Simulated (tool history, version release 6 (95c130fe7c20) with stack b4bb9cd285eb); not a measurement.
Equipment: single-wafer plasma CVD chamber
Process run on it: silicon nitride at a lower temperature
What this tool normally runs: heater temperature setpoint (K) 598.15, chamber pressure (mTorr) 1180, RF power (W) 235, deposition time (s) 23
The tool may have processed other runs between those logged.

run	day	heater temperature setpoint (K)	chamber pressure (mTorr)	RF power (W)	deposition time (s)	wafers since the last listed run	hours since the last thermocouple change	hours since the last RF generator calibration	hours since the last manometer calibration	hours since the showerhead was replaced	hours since the gauge calibration	read-back reference wafer on the same gauge, thickness_nm	mean film thickness on the monitor wafer (nm)
1	0.000	598.15	1180	235	23	0	2070.7	1728.9	1830.8	6768.1	53.3	17.808	22.084
2	0.671	598.15	1180	235	23	247	2086.8	1745.0	1846.9	6784.2	69.4	17.800	22.035
3	0.979	591.15	1180	235	23	113	2094.2	1752.4	1854.3	6791.6	76.8	17.800	22.169
4	1.238	591.15	1180	235	23	95	2100.4	1758.6	1860.5	6797.8	83.0	17.797	22.157
5	1.929	591.15	1180	235	23	255	2117.0	1775.2	1877.1	6814.4	99.6	17.800	22.182
# day 2.142: gauge calibrated
6	2.312	598.15	1180	235	23	141	2126.2	1784.4	1886.3	6823.6	4.1	17.803	22.080
# day 2.938: RF generator calibrated
7	2.958	598.15	1180	235	23	115	2141.7	0.5	1901.8	6839.1	19.6	17.790	22.095
# day 3.617: showerhead replaced
# day 3.633: capacitance manometer re-zeroed and calibrated
8	3.654	586.15	1180	190	25	128	2158.4	17.2	0.5	0.9	36.3	17.803	20.520

Expected results for the next run?
9	3.904	604.15	1180	250	23	92	2164.4	23.2	6.5	6.9	42.3	?	?

Run 9 measured read-back reference wafer on the same gauge, thickness_nm 17.799, mean film thickness on the monitor wafer (nm) 23.038.
Without the tool's hidden state the same run would have given mean film thickness on the monitor wafer (nm) 23.038.
